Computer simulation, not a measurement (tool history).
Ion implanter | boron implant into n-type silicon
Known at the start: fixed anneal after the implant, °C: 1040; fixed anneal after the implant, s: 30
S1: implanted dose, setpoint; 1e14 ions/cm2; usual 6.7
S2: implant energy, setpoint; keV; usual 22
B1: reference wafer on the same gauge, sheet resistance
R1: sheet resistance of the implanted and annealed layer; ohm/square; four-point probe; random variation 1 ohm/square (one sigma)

run	hour	S1	S2	B1	R1
1	0	6.7	22	154.91	172.38
2	24.8	6.7	22	155.04	174.34
3	77.8	6.7	22	155	174.47
4	116.4	6.7	22	154.97	176.22
5	326.6	6.7	22	154.99	175.72
6	378.8	6.7	22	154.88	176.58
7	438.4	6.7	22	154.91	175.68
8	495.7	6.7	22	155.08	175.8
9	565.6	6.7	22	155.15	176.7
10	599	6.7	22	154.92	177.21
11	638.3	6.7	22	154.87	176.71
12	701.8	6.7	22	155.12	175.93
13	766.1	5.54	29	155.12	203.23
14	836.6	8.5	15	154.98	150.24
15	893.4	7.88	29.5	155.01	150.7
# hour 902.5: gauge calibrated
16	964.9	5.53	22	154.9	208.17
17	1035.2	5.85	25	155.02	196.5
18	1077.9	6.7	16	154.97	184.89
19	1111.3	5.08	22	155.01	227.51
20	1169.7	4.72	22	155.1	239.39
21	1200.7	8.02	19	154.92	154.54
# hour 1212.1: extraction supply calibrated
22	1266.8	8.12	24.5	154.89	151.01
23	1324.4	6.7	22	154.89	179.55
24	1391.1	6.7	16.5	154.96	183.95
25	1576.2	5.63	19.5	154.78	211.03
# hour 1651: Faraday cup replaced and dose calibrated
26	1785.3	6.7	22	155.09	173.42
27	1850.8	5.99	27	155.19	187.82
28	1921	6.7	17	155.04	180.33
29	1978.1	5.54	29	154.82	201.27
30	2019.5	5.77	28.5	155.08	195.14
31	2055.4	6.7	22	154.89	177.18
32	2100.3	7.74	25	154.82	154.83
33	2148	6.7	22	155.1	177.42
34	2178.5	7.29	16	154.82	172.36
35	2246.7	5.07	27	154.86	220.24
36	2296	5.37	20	155.03	216.4
37	2333.9	8.47	27.5	154.86	143.57

Forecast each of these 4 alternatives for the next run:
A	2334.3	8.42	22	?	?
B	2334.3	6.07	25	?	?
C	2334.3	6.7	17.5	?	?
D	2334.3	7.44	15	?	?

run	B1	R1
A	155.02	149.04
B	155.02	194.18
C	155.02	185.45
D	155.02	171.65
Without the tool's hidden state the same runs would have given:
run	R1
A	144.38
B	188.24
C	179.61
D	166.14
